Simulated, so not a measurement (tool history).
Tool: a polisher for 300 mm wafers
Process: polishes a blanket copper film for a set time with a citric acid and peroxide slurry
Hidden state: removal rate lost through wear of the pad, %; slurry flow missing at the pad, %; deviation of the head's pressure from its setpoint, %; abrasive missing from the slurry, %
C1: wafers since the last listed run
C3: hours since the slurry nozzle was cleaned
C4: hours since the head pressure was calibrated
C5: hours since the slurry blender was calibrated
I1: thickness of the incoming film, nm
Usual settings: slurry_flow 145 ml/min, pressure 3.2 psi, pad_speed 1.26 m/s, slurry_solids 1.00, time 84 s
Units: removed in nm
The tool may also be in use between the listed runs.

run 1 day=0.000 | slurry_flow=145 pressure=3.2 pad_speed=1.26 slurry_solids=1.10 time=84 | C1=0 wafers_polished_on_this_pad=1394 C3=212.9 C4=473.5 C5=320.0 | I1=832.6 | removed=234.5
run 2 day=1.512 | slurry_flow=145 pressure=3.2 pad_speed=1.26 slurry_solids=1.10 time=84 | C1=393 wafers_polished_on_this_pad=1787 C3=249.2 C4=509.8 C5=356.3 | I1=822.5 | removed=227.9
run 3 day=4.246 | slurry_flow=145 pressure=3.2 pad_speed=1.26 slurry_solids=1.00 time=84 | C1=710 wafers_polished_on_this_pad=2498 C3=314.8 C4=575.4 C5=421.9 | I1=842.9 | removed=234.5
-- day=5.208 worn pad replaced by a new one
run 4 day=5.938 | slurry_flow=145 pressure=3.2 pad_speed=1.26 slurry_solids=1.00 time=84 | C1=396 wafers_polished_on_this_pad=189 C3=355.4 C4=616.0 C5=462.5 | I1=825.8 | removed=261.2
-- day=6.546 slurry nozzle cleaned
-- day=7.100 slurry blender recalibrated
run 5 day=7.738 | slurry_flow=145 pressure=3.2 pad_speed=1.26 slurry_solids=1.00 time=84 | C1=435 wafers_polished_on_this_pad=624 C3=28.6 C4=659.2 C5=15.3 | I1=841.0 | removed=243.8
run 6 day=10.046 | slurry_flow=145 pressure=3.2 pad_speed=1.26 slurry_solids=1.00 time=84 | C1=600 wafers_polished_on_this_pad=1224 C3=84.0 C4=714.6 C5=70.7 | I1=827.4 | removed=237.7
run 7 day=11.529 | slurry_flow=145 pressure=3.2 pad_speed=1.26 slurry_solids=1.00 time=84 | C1=385 wafers_polished_on_this_pad=1610 C3=119.6 C4=750.2 C5=106.3 | I1=827.1 | removed=234.0
run 8 day=12.879 | slurry_flow=145 pressure=3.2 pad_speed=1.26 slurry_solids=1.00 time=84 | C1=350 wafers_polished_on_this_pad=1961 C3=152.0 C4=782.6 C5=138.7 | I1=832.4 | removed=235.6
run 9 day=14.325 | slurry_flow=145 pressure=3.2 pad_speed=1.26 slurry_solids=1.00 time=84 | C1=375 wafers_polished_on_this_pad=2337 C3=186.7 C4=817.3 C5=173.4 | I1=821.3 | removed=235.2
-- day=14.988 worn pad replaced by a new one
run 10 day=16.062 | slurry_flow=145 pressure=3.2 pad_speed=1.26 slurry_solids=1.00 time=84 | C1=408 wafers_polished_on_this_pad=279 C3=228.4 C4=859.0 C5=215.1 | I1=833.4 | removed=257.6
run 11 day=18.362 | slurry_flow=145 pressure=3.2 pad_speed=1.26 slurry_solids=1.00 time=84 | C1=597 wafers_polished_on_this_pad=877 C3=283.6 C4=914.2 C5=270.3 | I1=830.3 | removed=244.0
run 12 day=19.825 | slurry_flow=145 pressure=3.2 pad_speed=1.26 slurry_solids=1.00 time=84 | C1=380 wafers_polished_on_this_pad=1257 C3=318.7 C4=949.3 C5=305.4 | I1=833.7 | removed=243.7
run 13 day=20.962 | slurry_flow=145 pressure=3.2 pad_speed=1.26 slurry_solids=1.00 time=84 | C1=295 wafers_polished_on_this_pad=1553 C3=346.0 C4=976.6 C5=332.7 | I1=836.8 | removed=241.1
-- day=22.058 slurry nozzle cleaned
-- day=22.621 head pressure recalibrated
run 14 day=23.075 | slurry_flow=145 pressure=3.2 pad_speed=1.26 slurry_solids=1.00 time=63 | C1=516 wafers_polished_on_this_pad=2070 C3=24.4 C4=10.9 C5=383.4 | I1=824.8 | removed=160.2
-- day=23.629 worn pad replaced by a new one
-- day=24.062 slurry blender recalibrated
run 15 day=24.754 | slurry_flow=100 pressure=3.2 pad_speed=1.26 slurry_solids=1.00 time=63 | C1=371 wafers_polished_on_this_pad=271 C3=64.7 C4=51.2 C5=16.6 | I1=824.7 | removed=162.4
run 16 day=26.958 | slurry_flow=145 pressure=3.2 pad_speed=1.12 slurry_solids=1.00 time=97 | C1=572 wafers_polished_on_this_pad=843 C3=117.6 C4=104.1 C5=69.5 | I1=817.5 | removed=237.8
run 17 day=29.746 | slurry_flow=145 pressure=3.2 pad_speed=1.48 slurry_solids=1.00 time=84 | C1=724 wafers_polished_on_this_pad=1568 C3=184.5 C4=171.0 C5=136.4 | I1=827.5 | removed=258.9
run 18 day=30.758 | slurry_flow=145 pressure=3.2 pad_speed=1.54 slurry_solids=0.70 time=84 | C1=263 wafers_polished_on_this_pad=1831 C3=208.8 C4=195.3 C5=160.7 | I1=835.9 | removed=252.9
-- day=33.146 worn pad replaced by a new one
run 19 day=33.658 | slurry_flow=145 pressure=3.2 pad_speed=1.58 slurry_solids=0.85 time=69 | C1=710 wafers_polished_on_this_pad=133 C3=278.4 C4=264.9 C5=230.3 | I1=834.0 | removed=243.1
-- day=34.654 slurry nozzle cleaned
run 20 day=35.058 | slurry_flow=100 pressure=2.5 pad_speed=1.64 slurry_solids=0.80 time=84 | C1=353 wafers_polished_on_this_pad=486 C3=9.7 C4=298.5 C5=263.9 | I1=822.7 | removed=212.2
run 21 day=37.654 | slurry_flow=145 pressure=2.5 pad_speed=1.12 slurry_solids=0.75 time=103 | C1=674 wafers_polished_on_this_pad=1161 C3=72.0 C4=360.8 C5=326.2 | I1=837.8 | removed=192.8
run 22 day=39.783 | slurry_flow=145 pressure=3.2 pad_speed=1.26 slurry_solids=1.00 time=84 | C1=553 wafers_polished_on_this_pad=1714 C3=123.1 C4=411.9 C5=377.3 | I1=829.0 | removed=226.7
run 23 day=41.067 | slurry_flow=145 pressure=3.2 pad_speed=1.26 slurry_solids=1.00 time=84 | C1=333 wafers_polished_on_this_pad=2048 C3=153.9 C4=442.7 C5=408.1 | I1=815.7 | removed=225.8
-- day=41.512 slurry blender recalibrated
run 24 day=43.021 | slurry_flow=145 pressure=3.2 pad_speed=1.26 slurry_solids=1.15 time=84 | C1=486 wafers_polished_on_this_pad=2534 C3=200.8 C4=489.6 C5=36.2 | I1=829.7 | removed=230.5
-- day=43.292 worn pad replaced by a new one
run 25 day=44.583 | slurry_flow=145 pressure=3.2 pad_speed=1.26 slurry_solids=1.00 time=84 | C1=362 wafers_polished_on_this_pad=335 C3=238.3 C4=527.1 C5=73.7 | I1=831.6 | removed=246.7
-- day=46.642 slurry nozzle cleaned
run 26 day=47.575 | slurry_flow=115 pressure=4.2 pad_speed=1.26 slurry_solids=0.75 time=97 | C1=766 wafers_polished_on_this_pad=1102 C3=22.4 C4=598.9 C5=145.5 | I1=828.4 | removed=324.4

Forecast each of these 5 alternatives for the next run:
run A day=47.596 | slurry_flow=145 pressure=3.2 pad_speed=1.26 slurry_solids=1.00 time=84 | C1=5 wafers_polished_on_this_pad=1108 C3=22.9 C4=599.4 C5=146.0 | I1=824.8 | removed=?
run B day=47.596 | slurry_flow=120 pressure=4.2 pad_speed=1.62 slurry_solids=1.00 time=61 | C1=5 wafers_polished_on_this_pad=1108 C3=22.9 C4=599.4 C5=146.0 | I1=824.8 | removed=?
run C day=47.596 | slurry_flow=145 pressure=3.6 pad_speed=1.26 slurry_solids=0.85 time=106 | C1=5 wafers_polished_on_this_pad=1108 C3=22.9 C4=599.4 C5=146.0 | I1=824.8 | removed=?
run D day=47.596 | slurry_flow=145 pressure=3.2 pad_speed=0.82 slurry_solids=1.00 time=84 | C1=5 wafers_polished_on_this_pad=1108 C3=22.9 C4=599.4 C5=146.0 | I1=824.8 | removed=?
run E day=47.596 | slurry_flow=100 pressure=3.5 pad_speed=1.26 slurry_solids=1.20 time=84 | C1=5 wafers_polished_on_this_pad=1108 C3=22.9 C4=599.4 C5=146.0 | I1=824.8 | removed=?

run=A removed=232.7
run=B removed=264.0
run=C removed=322.1
run=D removed=163.3
run=E removed=239.1
Without the tool's hidden state the same runs would have given:
run=A removed=241.5
run=B removed=273.8
run=C removed=334.1
run=D removed=169.6
run=E removed=248.1
